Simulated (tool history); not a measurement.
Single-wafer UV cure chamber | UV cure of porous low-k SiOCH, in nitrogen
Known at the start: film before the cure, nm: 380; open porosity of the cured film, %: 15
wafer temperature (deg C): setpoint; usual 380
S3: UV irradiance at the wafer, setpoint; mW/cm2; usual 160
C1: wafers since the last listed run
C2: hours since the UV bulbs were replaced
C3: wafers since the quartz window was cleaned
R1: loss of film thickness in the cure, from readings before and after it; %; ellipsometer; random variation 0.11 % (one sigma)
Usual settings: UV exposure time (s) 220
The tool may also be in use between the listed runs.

{"run": 1, "day": 0.0, "wafer temperature (deg C)": 380, "UV exposure time (s)": 220, "S3": 160, "C1": 0, "C2": 604.2, "C3": 3976, "R1": 11.851}
{"run": 2, "day": 2.688, "wafer temperature (deg C)": 380, "UV exposure time (s)": 220, "S3": 160, "C1": 644, "C2": 668.7, "C3": 4620, "R1": 11.725}
{"day": 3.421, "done": "quartz window cleaned"}
{"run": 3, "day": 4.825, "wafer temperature (deg C)": 380, "UV exposure time (s)": 220, "S3": 160, "C1": 432, "C2": 720.0, "C3": 336, "R1": 11.635}
{"run": 4, "day": 6.208, "wafer temperature (deg C)": 380, "UV exposure time (s)": 220, "S3": 160, "C1": 331, "C2": 753.2, "C3": 667, "R1": 11.642}
{"run": 5, "day": 8.646, "wafer temperature (deg C)": 380, "UV exposure time (s)": 220, "S3": 160, "C1": 584, "C2": 811.7, "C3": 1252, "R1": 11.602}
{"run": 6, "day": 10.462, "wafer temperature (deg C)": 380, "UV exposure time (s)": 220, "S3": 160, "C1": 435, "C2": 855.3, "C3": 1687, "R1": 11.754}
{"run": 7, "day": 12.312, "wafer temperature (deg C)": 380, "UV exposure time (s)": 220, "S3": 160, "C1": 443, "C2": 899.7, "C3": 2130, "R1": 11.75}
{"run": 8, "day": 13.55, "wafer temperature (deg C)": 380, "UV exposure time (s)": 220, "S3": 160, "C1": 296, "C2": 929.4, "C3": 2427, "R1": 11.911}
{"run": 9, "day": 15.55, "wafer temperature (deg C)": 390, "UV exposure time (s)": 220, "S3": 151, "C1": 479, "C2": 977.4, "C3": 2906, "R1": 11.453}
{"run": 10, "day": 16.912, "wafer temperature (deg C)": 380, "UV exposure time (s)": 220, "S3": 160, "C1": 326, "C2": 1010.1, "C3": 3233, "R1": 11.719}
{"run": 11, "day": 19.479, "wafer temperature (deg C)": 380, "UV exposure time (s)": 220, "S3": 160, "C1": 615, "C2": 1071.7, "C3": 3848, "R1": 11.625}
{"run": 12, "day": 21.942, "wafer temperature (deg C)": 380, "UV exposure time (s)": 220, "S3": 160, "C1": 590, "C2": 1130.8, "C3": 4438, "R1": 11.682}
{"day": 23.704, "done": "quartz window cleaned"}
{"run": 13, "day": 24.867, "wafer temperature (deg C)": 380, "UV exposure time (s)": 220, "S3": 160, "C1": 621, "C2": 1201.0, "C3": 278, "R1": 11.605}
{"run": 14, "day": 27.858, "wafer temperature (deg C)": 380, "UV exposure time (s)": 220, "S3": 160, "C1": 717, "C2": 1272.8, "C3": 995, "R1": 11.737}
{"run": 15, "day": 29.817, "wafer temperature (deg C)": 380, "UV exposure time (s)": 295, "S3": 160, "C1": 469, "C2": 1319.8, "C3": 1464, "R1": 12.828}
{"run": 16, "day": 32.425, "wafer temperature (deg C)": 380, "UV exposure time (s)": 220, "S3": 160, "C1": 625, "C2": 1382.4, "C3": 2090, "R1": 11.476}
{"run": 17, "day": 34.371, "wafer temperature (deg C)": 380, "UV exposure time (s)": 220, "S3": 160, "C1": 466, "C2": 1429.1, "C3": 2556, "R1": 11.605}
{"run": 18, "day": 37.05, "wafer temperature (deg C)": 380, "UV exposure time (s)": 220, "S3": 160, "C1": 642, "C2": 1493.4, "C3": 3198, "R1": 11.497}
{"run": 19, "day": 39.529, "wafer temperature (deg C)": 380, "UV exposure time (s)": 220, "S3": 160, "C1": 594, "C2": 1552.9, "C3": 3792, "R1": 11.487}
{"day": 41.5, "done": "quartz window cleaned"}
{"run": 20, "day": 41.521, "wafer temperature (deg C)": 380, "UV exposure time (s)": 220, "S3": 160, "C1": 397, "C2": 1600.7, "C3": 5, "R1": 11.627}
{"run": 21, "day": 43.696, "wafer temperature (deg C)": 380, "UV exposure time (s)": 220, "S3": 160, "C1": 521, "C2": 1652.9, "C3": 526, "R1": 11.469}
{"run": 22, "day": 46.388, "wafer temperature (deg C)": 380, "UV exposure time (s)": 220, "S3": 184, "C1": 645, "C2": 1717.5, "C3": 1171, "R1": 12.039}
{"run": 23, "day": 47.5, "wafer temperature (deg C)": 380, "UV exposure time (s)": 175, "S3": 128, "C1": 266, "C2": 1744.2, "C3": 1438, "R1": 9.623}
{"run": 24, "day": 49.912, "wafer temperature (deg C)": 380, "UV exposure time (s)": 220, "S3": 160, "C1": 578, "C2": 1802.1, "C3": 2016, "R1": 11.518}
{"run": 25, "day": 52.904, "wafer temperature (deg C)": 380, "UV exposure time (s)": 220, "S3": 160, "C1": 717, "C2": 1873.9, "C3": 2733, "R1": 11.536}
{"run": 26, "day": 55.0, "wafer temperature (deg C)": 380, "UV exposure time (s)": 220, "S3": 193, "C1": 502, "C2": 1924.2, "C3": 3235, "R1": 12.256}
{"run": 27, "day": 56.129, "wafer temperature (deg C)": 380, "UV exposure time (s)": 110, "S3": 181, "C1": 270, "C2": 1951.3, "C3": 3506, "R1": 8.864}
{"run": 28, "day": 58.729, "wafer temperature (deg C)": 399, "UV exposure time (s)": 335, "S3": 160, "C1": 623, "C2": 2013.7, "C3": 4129, "R1": 13.649}
{"run": 29, "day": 61.583, "wafer temperature (deg C)": 386, "UV exposure time (s)": 220, "S3": 160, "C1": 684, "C2": 2082.2, "C3": 4813, "R1": 11.506}
{"run": 30, "day": 62.904, "wafer temperature (deg C)": 400, "UV exposure time (s)": 160, "S3": 136, "C1": 316, "C2": 2113.9, "C3": 5130, "R1": 9.746}
{"day": 63.721, "done": "quartz window cleaned"}
{"run": 31, "day": 64.671, "wafer temperature (deg C)": 367, "UV exposure time (s)": 180, "S3": 128, "C1": 343, "C2": 2156.3, "C3": 227, "R1": 9.458}
{"run": 32, "day": 67.05, "wafer temperature (deg C)": 360, "UV exposure time (s)": 220, "S3": 160, "C1": 570, "C2": 2213.4, "C3": 797, "R1": 10.914}
{"run": 33, "day": 69.646, "wafer temperature (deg C)": 380, "UV exposure time (s)": 220, "S3": 160, "C1": 622, "C2": 2275.7, "C3": 1419, "R1": 11.367}
{"run": 34, "day": 71.908, "wafer temperature (deg C)": 380, "UV exposure time (s)": 220, "S3": 160, "C1": 542, "C2": 2330.0, "C3": 1962, "R1": 11.241}
{"run": 35, "day": 74.6, "wafer temperature (deg C)": 361, "UV exposure time (s)": 310, "S3": 121, "C1": 645, "C2": 2394.6, "C3": 2607, "R1": 11.345}
{"day": 75.512, "done": "UV bulbs replaced"}
{"run": 36, "day": 77.479, "wafer temperature (deg C)": 369, "UV exposure time (s)": 220, "S3": 160, "C1": 610, "C2": 47.2, "C3": 3217, "R1": 11.547}
{"run": 37, "day": 80.121, "wafer temperature (deg C)": 380, "UV exposure time (s)": 220, "S3": 160, "C1": 633, "C2": 110.6, "C3": 3850, "R1": 12.034}
{"day": 81.379, "done": "quartz window cleaned"}
{"run": 38, "day": 85.254, "wafer temperature (deg C)": 380, "UV exposure time (s)": 220, "S3": 160, "C1": 1150, "C2": 233.8, "C3": 928, "R1": 11.705}
{"run": 39, "day": 86.842, "wafer temperature (deg C)": 363, "UV exposure time (s)": 305, "S3": 139, "C1": 380, "C2": 271.9, "C3": 1308, "R1": 12.307}
{"run": 40, "day": 88.371, "wafer temperature (deg C)": 397, "UV exposure time (s)": 280, "S3": 143, "C1": 366, "C2": 308.6, "C3": 1675, "R1": 12.517}
{"run": 41, "day": 94.608, "wafer temperature (deg C)": 380, "UV exposure time (s)": 220, "S3": 160, "C1": 1494, "C2": 458.3, "C3": 3170, "R1": 11.888}
{"run": 42, "day": 97.358, "wafer temperature (deg C)": 364, "UV exposure time (s)": 315, "S3": 149, "C1": 659, "C2": 524.3, "C3": 3829, "R1": 13.014}

How the hidden state differs across the entries between the runs, from the last listed run before each to the first after it:
Between runs 2 and 3: quartz window cleaned (day 3.421)
  lamp output below its setpoint, %: 4.09 -> 4.37
  measured less the result without the state, R1: -0.185 -> -0.196 %
Between runs 12 and 13: quartz window cleaned (day 23.704)
  lamp output below its setpoint, %: 6.6 -> 6.98
  measured less the result without the state, R1: -0.305 -> -0.321 %
Between runs 19 and 20: quartz window cleaned (day 41.500)
  lamp output below its setpoint, %: 8.9 -> 9.16
  measured less the result without the state, R1: -0.411 -> -0.430 %
Between runs 30 and 31: quartz window cleaned (day 63.721)
  lamp output below its setpoint, %: 11.9 -> 12.2
  measured less the result without the state, R1: -0.542 -> -0.549 %
Between runs 35 and 36: UV bulbs replaced (day 75.512)
  lamp output below its setpoint, %: 13.5 -> 0.939
  measured less the result without the state, R1: -0.645 -> -0.041 %
Between runs 37 and 38: quartz window cleaned (day 81.379)
  lamp output below its setpoint, %: 1.28 -> 1.95
  measured less the result without the state, R1: -0.059 -> -0.087 %
